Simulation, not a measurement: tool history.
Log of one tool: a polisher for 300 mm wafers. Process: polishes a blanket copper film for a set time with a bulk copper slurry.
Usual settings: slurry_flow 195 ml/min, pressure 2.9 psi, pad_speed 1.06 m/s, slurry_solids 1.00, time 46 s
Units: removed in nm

run,hour,slurry_flow,pressure,pad_speed,slurry_solids,time,"incoming thickness of the incoming film, nm",removed
1,0.0,195,3.4,0.96,1.00,46,4371.8,398.7
2,33.0,195,3.4,0.96,1.00,46,4452.4,437.2
3,55.2,195,2.9,1.06,1.05,46,4405.0,407.1
4,71.2,195,2.9,1.06,1.05,46,4354.1,407.4
5,104.2,195,2.9,1.06,1.00,36,4332.2,311.9
6,123.1,195,2.9,1.06,1.00,36,4345.1,308.9
7,140.6,195,2.9,1.06,1.00,36,4385.8,308.6
8,154.5,195,2.1,1.06,1.00,46,4386.4,286.1
9,185.8,195,2.1,1.06,1.00,46,4379.9,287.3
10,217.1,195,2.9,1.06,1.00,46,4371.3,390.7
11,235.6,195,2.9,1.06,1.00,46,4367.6,387.6
12,256.7,195,2.9,1.06,1.00,46,4348.9,385.3
13,280.2,195,2.9,1.06,1.00,46,4298.7,386.0
14,313.0,195,2.9,1.06,1.00,46,4298.4,382.0
15,332.1,195,3.3,0.74,1.00,46,4448.2,345.4
16,367.4,195,2.9,1.06,1.00,46,4425.6,374.9
17,412.6,165,2.9,1.06,1.00,46,4425.6,363.1
18,442.5,195,2.5,1.06,1.00,46,4329.8,317.9
19,478.0,195,2.6,1.06,0.75,46,4305.5,302.0
20,500.3,125,3.8,1.06,0.70,33,4393.0,310.5
21,599.6,150,2.9,1.24,1.15,30,4314.7,311.3
22,618.3,195,3.4,1.32,0.85,37,4307.6,450.5
23,632.3,195,2.9,1.06,1.00,46,4368.7,432.3
24,659.5,225,2.9,1.36,0.85,34,4443.0,365.0
25,677.6,195,2.9,1.06,1.00,52,4463.0,483.9
26,696.1,150,2.9,1.06,1.00,54,4285.4,478.1
27,710.7,195,2.9,1.06,1.00,46,4365.8,426.6
28,725.4,195,2.1,1.44,0.75,39,4326.5,299.1
29,748.7,255,2.9,1.06,1.15,46,4409.5,446.9
30,783.1,220,3.9,0.70,1.00,53,4334.1,504.9
31,812.2,195,2.9,0.92,1.00,46,4332.9,378.9

Taken out of this log: 9 entries between the listed runs. Where each belongs, and how the hidden state differs across it:
Between runs 1 and 2: slurry blender recalibrated (hour 4.3)
  deviation of the head's pressure from its setpoint, %: -6.24 -> -6.38; abrasive missing from the slurry, %: 33.5 -> 7.53
  measured less the result without the state, removed: -76.5 -> -39.1 nm
Between runs 3 and 4: worn pad replaced by a new one (hour 65.4)
  deviation of the head's pressure from its setpoint, %: -6.48 -> -6.54; abrasive missing from the slurry, %: 7.72 -> 7.94
  measured less the result without the state, removed: -37.1 -> -37.7 nm
Between runs 11 and 12: worn pad replaced by a new one (hour 251.3)
  deviation of the head's pressure from its setpoint, %: -7.08 -> -7.14; abrasive missing from the slurry, %: 13.4 -> 14.6
  measured less the result without the state, removed: -45.5 -> -47.0 nm
Between runs 16 and 17: worn pad replaced by a new one (hour 412.1)
  deviation of the head's pressure from its setpoint, %: -7.4 -> -7.48; abrasive missing from the slurry, %: 22.2 -> 26.1
  measured less the result without the state, removed: -57.9 -> -62.6 nm
Between runs 19 and 20: head pressure recalibrated (hour 490.2)
  deviation of the head's pressure from its setpoint, %: -7.6 -> 2.02; abrasive missing from the slurry, %: 32.6 -> 35
  measured less the result without the state, removed: -59.9 -> -30.1 nm
Between runs 20 and 21: slurry blender recalibrated (hour 536.8); worn pad replaced by a new one (hour 573.7)
  deviation of the head's pressure from its setpoint, %: 2.02 -> 0.214; abrasive missing from the slurry, %: 35 -> 1.45
  measured less the result without the state, removed: -30.1 -> -0.6 nm
Between runs 22 and 23: slurry nozzle cleaned (hour 621.6)
  deviation of the head's pressure from its setpoint, %: -0.085 -> -0.301; abrasive missing from the slurry, %: 1.75 -> 2.03
  measured less the result without the state, removed: -2.4 -> -3.7 nm
Between runs 29 and 30: worn pad replaced by a new one (hour 782.6)
  deviation of the head's pressure from its setpoint, %: -1.87 -> -2.26; abrasive missing from the slurry, %: 6.04 -> 7.81
  measured less the result without the state, removed: -16.2 -> -22.9 nm
